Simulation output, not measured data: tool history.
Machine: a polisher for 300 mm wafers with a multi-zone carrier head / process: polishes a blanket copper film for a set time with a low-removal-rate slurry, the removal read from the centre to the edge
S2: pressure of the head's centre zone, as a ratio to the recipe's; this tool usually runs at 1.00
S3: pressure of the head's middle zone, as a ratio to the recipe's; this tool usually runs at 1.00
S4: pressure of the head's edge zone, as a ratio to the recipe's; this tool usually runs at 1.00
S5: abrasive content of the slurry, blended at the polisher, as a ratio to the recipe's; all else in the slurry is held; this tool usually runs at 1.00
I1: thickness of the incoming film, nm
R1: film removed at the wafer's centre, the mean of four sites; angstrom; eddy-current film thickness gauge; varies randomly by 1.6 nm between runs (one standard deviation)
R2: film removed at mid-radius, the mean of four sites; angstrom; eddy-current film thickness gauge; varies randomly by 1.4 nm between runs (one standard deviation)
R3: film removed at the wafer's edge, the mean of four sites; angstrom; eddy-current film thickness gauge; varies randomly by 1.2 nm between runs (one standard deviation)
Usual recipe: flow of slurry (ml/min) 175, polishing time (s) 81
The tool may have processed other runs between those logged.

{"run": 1, "hour": 0.0, "flow of slurry (ml/min)": 175, "S2": 1.0, "S3": 1.0, "S4": 1.0, "S5": 1.0, "polishing time (s)": 81, "I1": 1444.9, "R1": 1390, "R2": 1409, "R3": 1417}
{"hour": 9.7, "done": "carrier head's membrane replaced by a new one"}
{"run": 2, "hour": 12.0, "flow of slurry (ml/min)": 175, "S2": 1.0, "S3": 1.0, "S4": 1.0, "S5": 1.0, "polishing time (s)": 81, "I1": 1453.2, "R1": 1397, "R2": 1370, "R3": 1437}
{"hour": 30.5, "done": "worn pad replaced by a new one"}
{"run": 3, "hour": 31.0, "flow of slurry (ml/min)": 175, "S2": 1.0, "S3": 1.0, "S4": 1.0, "S5": 1.0, "polishing time (s)": 81, "I1": 1448.2, "R1": 1423, "R2": 1396, "R3": 1435}
{"hour": 37.3, "done": "slurry nozzle cleaned"}
{"run": 4, "hour": 41.5, "flow of slurry (ml/min)": 175, "S2": 1.0, "S3": 1.0, "S4": 1.0, "S5": 1.0, "polishing time (s)": 81, "I1": 1423.7, "R1": 1440, "R2": 1399, "R3": 1393}
{"run": 5, "hour": 49.0, "flow of slurry (ml/min)": 175, "S2": 1.0, "S3": 1.0, "S4": 1.0, "S5": 1.0, "polishing time (s)": 81, "I1": 1432.2, "R1": 1422, "R2": 1440, "R3": 1409}
{"run": 6, "hour": 65.9, "flow of slurry (ml/min)": 175, "S2": 1.0, "S3": 1.0, "S4": 1.05, "S5": 1.0, "polishing time (s)": 81, "I1": 1448.9, "R1": 1398, "R2": 1409, "R3": 1447}
{"hour": 74.8, "done": "edge zone pressure recalibrated"}
{"run": 7, "hour": 82.7, "flow of slurry (ml/min)": 175, "S2": 1.0, "S3": 1.0, "S4": 1.05, "S5": 1.0, "polishing time (s)": 81, "I1": 1438.0, "R1": 1412, "R2": 1409, "R3": 1456}
{"run": 8, "hour": 89.4, "flow of slurry (ml/min)": 175, "S2": 1.0, "S3": 1.0, "S4": 1.0, "S5": 1.0, "polishing time (s)": 71, "I1": 1411.7, "R1": 1246, "R2": 1218, "R3": 1242}
{"run": 9, "hour": 99.3, "flow of slurry (ml/min)": 175, "S2": 1.0, "S3": 1.0, "S4": 1.0, "S5": 0.9, "polishing time (s)": 81, "I1": 1407.4, "R1": 1373, "R2": 1363, "R3": 1380}
{"run": 10, "hour": 106.1, "flow of slurry (ml/min)": 175, "S2": 1.0, "S3": 1.08, "S4": 0.92, "S5": 1.15, "polishing time (s)": 81, "I1": 1437.2, "R1": 1457, "R2": 1550, "R3": 1427}
{"hour": 114.2, "done": "worn pad replaced by a new one"}
{"run": 11, "hour": 121.1, "flow of slurry (ml/min)": 150, "S2": 1.0, "S3": 1.0, "S4": 1.0, "S5": 1.15, "polishing time (s)": 81, "I1": 1425.2, "R1": 1444, "R2": 1410, "R3": 1440}
{"run": 12, "hour": 133.2, "flow of slurry (ml/min)": 175, "S2": 1.0, "S3": 1.0, "S4": 1.0, "S5": 1.0, "polishing time (s)": 81, "I1": 1420.0, "R1": 1405, "R2": 1384, "R3": 1412}
{"run": 13, "hour": 145.2, "flow of slurry (ml/min)": 130, "S2": 1.08, "S3": 1.0, "S4": 1.0, "S5": 1.0, "polishing time (s)": 81, "I1": 1427.4, "R1": 1421, "R2": 1352, "R3": 1391}
{"run": 14, "hour": 153.4, "flow of slurry (ml/min)": 175, "S2": 0.92, "S3": 1.0, "S4": 1.0, "S5": 1.0, "polishing time (s)": 81, "I1": 1428.1, "R1": 1357, "R2": 1398, "R3": 1419}
{"hour": 161.3, "done": "centre zone pressure recalibrated"}
{"run": 15, "hour": 171.3, "flow of slurry (ml/min)": 175, "S2": 1.0, "S3": 1.0, "S4": 1.0, "S5": 1.0, "polishing time (s)": 81, "I1": 1454.1, "R1": 1429, "R2": 1414, "R3": 1425}
{"hour": 184.6, "done": "worn pad replaced by a new one"}
{"run": 16, "hour": 185.5, "flow of slurry (ml/min)": 175, "S2": 1.0, "S3": 1.0, "S4": 1.0, "S5": 1.0, "polishing time (s)": 81, "I1": 1441.9, "R1": 1442, "R2": 1415, "R3": 1401}
{"run": 17, "hour": 195.1, "flow of slurry (ml/min)": 175, "S2": 1.0, "S3": 1.0, "S4": 1.06, "S5": 1.25, "polishing time (s)": 81, "I1": 1441.9, "R1": 1467, "R2": 1485, "R3": 1519}
{"run": 18, "hour": 205.4, "flow of slurry (ml/min)": 175, "S2": 1.0, "S3": 1.12, "S4": 1.0, "S5": 0.9, "polishing time (s)": 81, "I1": 1408.7, "R1": 1388, "R2": 1508, "R3": 1391}
{"run": 19, "hour": 213.3, "flow of slurry (ml/min)": 175, "S2": 1.0, "S3": 1.0, "S4": 1.0, "S5": 1.0, "polishing time (s)": 81, "I1": 1408.2, "R1": 1452, "R2": 1421, "R3": 1411}
{"run": 20, "hour": 226.7, "flow of slurry (ml/min)": 175, "S2": 0.88, "S3": 1.0, "S4": 1.1, "S5": 1.0, "polishing time (s)": 81, "I1": 1421.8, "R1": 1282, "R2": 1388, "R3": 1483}
{"run": 21, "hour": 243.8, "flow of slurry (ml/min)": 145, "S2": 1.0, "S3": 1.0, "S4": 1.0, "S5": 0.9, "polishing time (s)": 81, "I1": 1439.8, "R1": 1366, "R2": 1340, "R3": 1362}

Here are 5 independent what-if runs from the current tool condition. What would each one return?
{"run": "A", "hour": 244.2, "flow of slurry (ml/min)": 175, "S2": 1.0, "S3": 1.0, "S4": 1.0, "S5": 1.0, "polishing time (s)": 81, "I1": 1440.6, "R1": "?", "R2": "?", "R3": "?"}
{"run": "B", "hour": 244.2, "flow of slurry (ml/min)": 210, "S2": 1.1, "S3": 1.0, "S4": 0.88, "S5": 1.0, "polishing time (s)": 94, "I1": 1440.6, "R1": "?", "R2": "?", "R3": "?"}
{"run": "C", "hour": 244.2, "flow of slurry (ml/min)": 175, "S2": 1.0, "S3": 1.03, "S4": 1.0, "S5": 1.0, "polishing time (s)": 81, "I1": 1440.6, "R1": "?", "R2": "?", "R3": "?"}
{"run": "D", "hour": 244.2, "flow of slurry (ml/min)": 175, "S2": 1.0, "S3": 1.06, "S4": 1.0, "S5": 1.0, "polishing time (s)": 81, "I1": 1440.6, "R1": "?", "R2": "?", "R3": "?"}
{"run": "E", "hour": 244.2, "flow of slurry (ml/min)": 155, "S2": 1.0, "S3": 1.1, "S4": 1.0, "S5": 0.9, "polishing time (s)": 73, "I1": 1440.6, "R1": "?", "R2": "?", "R3": "?"}

run=A R1=1416 R2=1389 R3=1418
run=B R1=1810 R2=1643 R3=1572
run=C R1=1417 R2=1424 R3=1418
run=D R1=1417 R2=1460 R3=1417
run=E R1=1232 R2=1311 R3=1237
The same runs, with their run-to-run variation unchanged, on a tool lacking any hidden condition would have given:
run=A R1=1416 R2=1389 R3=1418
run=B R1=1810 R2=1643 R3=1572
run=C R1=1417 R2=1424 R3=1418
run=D R1=1417 R2=1460 R3=1417
run=E R1=1232 R2=1311 R3=1237
